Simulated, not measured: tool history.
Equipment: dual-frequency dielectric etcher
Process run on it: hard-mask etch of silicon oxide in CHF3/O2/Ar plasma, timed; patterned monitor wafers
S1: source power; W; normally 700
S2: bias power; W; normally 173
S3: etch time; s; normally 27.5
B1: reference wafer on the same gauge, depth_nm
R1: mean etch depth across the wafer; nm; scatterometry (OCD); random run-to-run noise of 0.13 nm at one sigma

run	hour	S1	S2	S3	B1	R1
1	0.0	700	173	27.5	54.3	53.6
2	24.8	700	173	27.5	54.3	53.6
# hour 39.1: gauge calibrated
3	56.0	700	173	27.5	54.3	53.5
4	68.3	700	173	27.5	54.3	53.4
5	96.8	700	173	27.5	54.3	53.1
6	108.9	700	173	27.5	54.2	53.2
7	144.0	700	173	27.5	54.3	53.3
8	163.7	620	173	27.5	54.3	51.0
9	193.4	620	173	27.5	54.2	51.1
10	209.5	700	182	27.5	54.3	54.0
11	235.0	700	182	27.5	54.3	53.7
# hour 245.0: bias power generator calibrated
12	265.1	700	199	30.5	54.3	61.5
# hour 286.9: source power generator calibrated
13	287.4	700	144	32.5	54.3	59.0
14	313.3	850	187	27.5	54.3	57.9
# hour 349.7: wet clean of the chamber
# hour 373.2: upper electrode replaced
15	378.4	650	173	31.0	54.3	59.4
16	401.9	800	200	33.0	54.3	71.1
17	432.7	700	173	27.5	54.3	53.8
# hour 448.4: gauge calibrated
18	458.0	630	189	27.5	54.3	53.4
19	518.0	700	173	27.5	54.4	53.7
20	540.7	700	173	27.5	54.3	53.7
21	561.4	700	173	27.5	54.2	53.7
22	580.6	640	146	24.5	54.3	43.9

Consider 4 possible next runs. They are alternatives, not a sequence: every one starts from the tool as it was left by run 22. What does each give?
A	581.0	700	173	27.5	?	?
B	581.0	700	160	22.0	?	?
C	581.0	700	173	33.0	?	?
D	581.0	700	173	25.0	?	?

run	B1	R1
A	54.3	53.6
B	54.3	41.9
C	54.3	64.4
D	54.3	48.8
Stripped of hidden state, with their random variation kept, the same runs would have yielded:
run	R1
A	53.7
B	42.0
C	64.5
D	48.9

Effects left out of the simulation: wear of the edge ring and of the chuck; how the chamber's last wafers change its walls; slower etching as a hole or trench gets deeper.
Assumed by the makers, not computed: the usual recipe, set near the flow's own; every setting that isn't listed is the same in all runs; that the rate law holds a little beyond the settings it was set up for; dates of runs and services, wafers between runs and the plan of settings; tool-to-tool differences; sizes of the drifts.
